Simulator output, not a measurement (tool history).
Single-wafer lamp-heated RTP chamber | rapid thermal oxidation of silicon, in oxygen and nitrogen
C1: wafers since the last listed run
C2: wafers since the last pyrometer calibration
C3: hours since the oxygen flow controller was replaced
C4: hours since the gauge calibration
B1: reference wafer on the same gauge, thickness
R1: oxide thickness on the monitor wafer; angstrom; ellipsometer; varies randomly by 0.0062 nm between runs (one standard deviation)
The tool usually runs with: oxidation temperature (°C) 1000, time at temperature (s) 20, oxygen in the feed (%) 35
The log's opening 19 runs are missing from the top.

run 20 day=22.254 | oxidation_temperature_(°C)=1000 time_at_temperature_(s)=20 oxygen_in_the_feed_(%)=35 | C1=373 C2=714 C3=3118.6 C4=1060.4 | B1=2.109 | R1=26.08
run 21 day=23.192 | oxidation_temperature_(°C)=983 time_at_temperature_(s)=28 oxygen_in_the_feed_(%)=23 | C1=313 C2=1027 C3=3141.1 C4=1082.9 | B1=2.111 | R1=24.66
run 22 day=24.154 | oxidation_temperature_(°C)=1000 time_at_temperature_(s)=20 oxygen_in_the_feed_(%)=35 | C1=321 C2=1349 C3=3164.2 C4=1106.0 | B1=2.110 | R1=26.18
run 23 day=25.046 | oxidation_temperature_(°C)=1000 time_at_temperature_(s)=20 oxygen_in_the_feed_(%)=53 | C1=297 C2=1647 C3=3185.6 C4=1127.4 | B1=2.110 | R1=28.73
-- day=26.571 gauge calibrated
run 24 day=27.133 | oxidation_temperature_(°C)=1000 time_at_temperature_(s)=20 oxygen_in_the_feed_(%)=55 | C1=697 C2=2344 C3=3235.7 C4=13.5 | B1=2.112 | R1=29.08
run 25 day=28.033 | oxidation_temperature_(°C)=988 time_at_temperature_(s)=20 oxygen_in_the_feed_(%)=35 | C1=300 C2=2645 C3=3257.3 C4=35.1 | B1=2.110 | R1=24.68
run 26 day=28.867 | oxidation_temperature_(°C)=1000 time_at_temperature_(s)=14 oxygen_in_the_feed_(%)=27 | C1=278 C2=2923 C3=3277.3 C4=55.1 | B1=2.110 | R1=22.71
-- day=29.908 oxygen flow controller replaced
run 27 day=29.929 | oxidation_temperature_(°C)=1000 time_at_temperature_(s)=24 oxygen_in_the_feed_(%)=25 | C1=243 C2=3167 C3=0.5 C4=80.6 | B1=2.110 | R1=25.59
run 28 day=30.879 | oxidation_temperature_(°C)=974 time_at_temperature_(s)=23 oxygen_in_the_feed_(%)=35 | C1=317 C2=3484 C3=23.3 C4=103.4 | B1=2.108 | R1=24.19
run 29 day=31.408 | oxidation_temperature_(°C)=1008 time_at_temperature_(s)=29 oxygen_in_the_feed_(%)=20 | C1=176 C2=3661 C3=36.0 C4=116.1 | B1=2.111 | R1=26.75
run 30 day=32.738 | oxidation_temperature_(°C)=974 time_at_temperature_(s)=20 oxygen_in_the_feed_(%)=35 | C1=444 C2=4105 C3=67.9 C4=148.0 | B1=2.109 | R1=23.44
run 31 day=34.171 | oxidation_temperature_(°C)=1000 time_at_temperature_(s)=20 oxygen_in_the_feed_(%)=35 | C1=478 C2=4584 C3=102.3 C4=182.4 | B1=2.109 | R1=26.03
run 32 day=35.538 | oxidation_temperature_(°C)=1020 time_at_temperature_(s)=23 oxygen_in_the_feed_(%)=20 | C1=456 C2=5041 C3=135.1 C4=215.2 | B1=2.111 | R1=26.38
run 33 day=36.229 | oxidation_temperature_(°C)=1014 time_at_temperature_(s)=11 oxygen_in_the_feed_(%)=35 | C1=231 C2=5272 C3=151.7 C4=231.8 | B1=2.111 | R1=23.66
run 34 day=37.371 | oxidation_temperature_(°C)=978 time_at_temperature_(s)=11 oxygen_in_the_feed_(%)=21 | C1=381 C2=5653 C3=179.1 C4=259.2 | B1=2.109 | R1=19.93
-- day=38.546 pyrometer window cleaned and pyrometer calibrated
run 35 day=38.683 | oxidation_temperature_(°C)=1026 time_at_temperature_(s)=17 oxygen_in_the_feed_(%)=18 | C1=327 C2=46 C3=210.6 C4=290.7 | B1=2.110 | R1=24.50
run 36 day=39.992 | oxidation_temperature_(°C)=986 time_at_temperature_(s)=27 oxygen_in_the_feed_(%)=17 | C1=437 C2=483 C3=242.0 C4=322.1 | B1=2.109 | R1=23.49
run 37 day=40.942 | oxidation_temperature_(°C)=1000 time_at_temperature_(s)=20 oxygen_in_the_feed_(%)=35 | C1=317 C2=801 C3=264.8 C4=344.9 | B1=2.110 | R1=26.13
run 38 day=41.996 | oxidation_temperature_(°C)=975 time_at_temperature_(s)=23 oxygen_in_the_feed_(%)=35 | C1=352 C2=1153 C3=290.1 C4=370.2 | B1=2.109 | R1=24.32
run 39 day=42.508 | oxidation_temperature_(°C)=1019 time_at_temperature_(s)=26 oxygen_in_the_feed_(%)=17 | C1=171 C2=1324 C3=302.4 C4=382.5 | B1=2.109 | R1=26.28

Consider 3 possible next runs. They are alternatives, not a sequence: every one starts from the tool as it was left by run 39. What does each give?
run A day=42.525 | oxidation_temperature_(°C)=992 time_at_temperature_(s)=20 oxygen_in_the_feed_(%)=35 | C1=5 C2=1330 C3=302.8 C4=382.9 | B1=? | R1=?
run B day=42.525 | oxidation_temperature_(°C)=1000 time_at_temperature_(s)=16 oxygen_in_the_feed_(%)=35 | C1=5 C2=1330 C3=302.8 C4=382.9 | B1=? | R1=?
run C day=42.525 | oxidation_temperature_(°C)=1000 time_at_temperature_(s)=20 oxygen_in_the_feed_(%)=60 | C1=5 C2=1330 C3=302.8 C4=382.9 | B1=? | R1=?

run=A B1=2.110 R1=25.09
run=B B1=2.110 R1=24.48
run=C B1=2.110 R1=29.61
Stripped of hidden state, with their random variation kept, the same runs would have yielded:
run=A R1=25.09
run=B R1=24.48
run=C R1=29.61
